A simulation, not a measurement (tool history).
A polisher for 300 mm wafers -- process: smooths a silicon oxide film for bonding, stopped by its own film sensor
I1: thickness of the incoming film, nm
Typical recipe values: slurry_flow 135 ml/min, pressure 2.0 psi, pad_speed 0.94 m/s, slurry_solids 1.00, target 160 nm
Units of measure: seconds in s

Run 1, day 0.000: usual settings but target 165 nm; I1 207.1. Result: seconds 54.0 s.
Run 2, day 4.233: usual settings but target 165 nm; I1 208.8. Result: seconds 61.3 s.
Run 3, day 8.529: usual settings but target 165 nm; I1 208.8. Result: seconds 63.4 s.
Run 4, day 12.088: usual settings but slurry_flow 120 ml/min; I1 208.6. Result: seconds 72.3 s.
Run 5, day 14.454: usual settings but slurry_flow 120 ml/min; I1 209.3. Result: seconds 76.5 s.
Run 6, day 18.600: usual settings; I1 210.1. Result: seconds 75.5 s.
Run 7, day 20.192: usual settings; I1 209.8. Result: seconds 77.2 s.
Run 8, day 22.629: usual settings but slurry_solids 0.85; I1 207.7. Result: seconds 80.9 s.
Run 9, day 26.888: usual settings but pressure 2.4 psi, target 144 nm; I1 208.3. Result: seconds 77.3 s.
Run 10, day 29.229: usual settings but pad_speed 1.16 m/s, slurry_solids 1.20; I1 208.9. Result: seconds 51.9 s.
Run 11, day 32.192: usual settings but pad_speed 0.80 m/s, target 169 nm; I1 206.5. Result: seconds 60.1 s.
Run 12, day 35.721: usual settings but pressure 1.4 psi, slurry_solids 0.80; I1 211.9. Result: seconds 119.8 s.
Run 13, day 38.938: usual settings but pad_speed 1.04 m/s, target 154 nm; I1 212.8. Result: seconds 81.0 s.
Run 14, day 43.475: usual settings; I1 208.9. Result: seconds 73.7 s.
Run 15, day 46.125: usual settings but pressure 1.5 psi; I1 208.2. Result: seconds 99.9 s.
Run 16, day 49.196: usual settings but pad_speed 0.78 m/s, slurry_solids 0.80; I1 210.0. Result: seconds 97.7 s.
Run 17, day 51.721: usual settings but slurry_flow 105 ml/min, slurry_solids 0.80; I1 209.8. Result: seconds 90.0 s.
Run 18, day 56.117: usual settings but slurry_flow 100 ml/min, pressure 1.8 psi, pad_speed 1.08 m/s, slurry_solids 1.15; I1 213.0. Result: seconds 76.5 s.
Run 19, day 59.529: usual settings but slurry_flow 160 ml/min; I1 207.4. Result: seconds 65.0 s.
Run 20, day 62.471: usual settings but target 147 nm; I1 211.3. Result: seconds 92.1 s.
Run 21, day 64.167: usual settings but pressure 1.8 psi, pad_speed 0.78 m/s, slurry_solids 1.20, target 168 nm; I1 208.5. Result: seconds 70.1 s.
Run 22, day 74.733: usual settings; I1 210.9. Result: seconds 76.8 s.
Run 23, day 78.158: usual settings; I1 209.4. Result: seconds 76.9 s.
Run 24, day 82.058: usual settings; I1 211.8. Result: seconds 81.5 s.
Run 25, day 84.283: usual settings but pressure 2.4 psi; I1 211.9. Result: seconds 62.2 s.
Run 26, day 86.100: usual settings but slurry_flow 165 ml/min, slurry_solids 0.90, target 170 nm; I1 209.2. Result: seconds 55.1 s.
Run 27, day 88.800: usual settings but target 165 nm; I1 209.1. Result: seconds 61.9 s.
Run 28, day 92.633: usual settings but slurry_flow 155 ml/min, pad_speed 0.70 m/s, slurry_solids 0.90, target 153 nm; I1 209.7. Result: seconds 105.5 s.
Run 29, day 96.208: usual settings; I1 208.5. Result: seconds 72.2 s.

Withheld: 11 entries from between the runs. Position of each, and hidden state at the listed run before versus the listed run after:
Run 2 -> run 3: slurry blender recalibrated (day 4.471)
  removal rate lost through wear of the pad, %: 4.81 -> 7.59; slurry flow missing at the pad, %: 11.3 -> 17.4
  measured minus no-state result, seconds: +3.9 -> +6.3 s
Run 8 -> run 9: worn pad replaced by a new one (day 26.875)
  removal rate lost through wear of the pad, %: 11.3 -> 0.978; slurry flow missing at the pad, %: 37.4 -> 43.4
  measured minus no-state result, seconds: +13.8 -> +6.8 s
Run 9 -> run 10: slurry nozzle cleaned (day 27.450)
  removal rate lost through wear of the pad, %: 0.978 -> 3.6; slurry flow missing at the pad, %: 43.4 -> 3.87
  measured minus no-state result, seconds: +6.8 -> +2.1 s
Run 10 -> run 11: slurry blender recalibrated (day 30.592)
  removal rate lost through wear of the pad, %: 3.6 -> 6.11; slurry flow missing at the pad, %: 3.87 -> 8.07
  measured minus no-state result, seconds: +2.1 -> +4.3 s
Run 14 -> run 15: head pressure recalibrated (day 46.104)
  removal rate lost through wear of the pad, %: 10.9 -> 11.4; slurry flow missing at the pad, %: 24 -> 27.8
  measured minus no-state result, seconds: +10.5 -> +15.3 s
Run 17 -> run 18: worn pad replaced by a new one (day 54.008)
  removal rate lost through wear of the pad, %: 12 -> 2.69; slurry flow missing at the pad, %: 35.7 -> 41.9
  measured minus no-state result, seconds: +16.4 -> +8.8 s
Run 18 -> run 19: slurry nozzle cleaned (day 58.488)
  removal rate lost through wear of the pad, %: 2.69 -> 5.59; slurry flow missing at the pad, %: 41.9 -> 3.94
  measured minus no-state result, seconds: +8.8 -> +4.0 s
Run 19 -> run 20: slurry blender recalibrated (day 61.242)
  removal rate lost through wear of the pad, %: 5.59 -> 7.38; slurry flow missing at the pad, %: 3.94 -> 8.1
  measured minus no-state result, seconds: +4.0 -> +7.7 s
Run 24 -> run 25: worn pad replaced by a new one (day 82.804)
  removal rate lost through wear of the pad, %: 11.6 -> 2.45; slurry flow missing at the pad, %: 35.8 -> 39
  measured minus no-state result, seconds: +13.9 -> +5.7 s
Run 25 -> run 26: slurry nozzle cleaned (day 85.283)
  removal rate lost through wear of the pad, %: 2.45 -> 4.24; slurry flow missing at the pad, %: 39 -> 2.16
  measured minus no-state result, seconds: +5.7 -> +2.4 s
Run 26 -> run 27: slurry blender recalibrated (day 88.567)
  removal rate lost through wear of the pad, %: 4.24 -> 6.34; slurry flow missing at the pad, %: 2.16 -> 5.98
  measured minus no-state result, seconds: +2.4 -> +4.4 s

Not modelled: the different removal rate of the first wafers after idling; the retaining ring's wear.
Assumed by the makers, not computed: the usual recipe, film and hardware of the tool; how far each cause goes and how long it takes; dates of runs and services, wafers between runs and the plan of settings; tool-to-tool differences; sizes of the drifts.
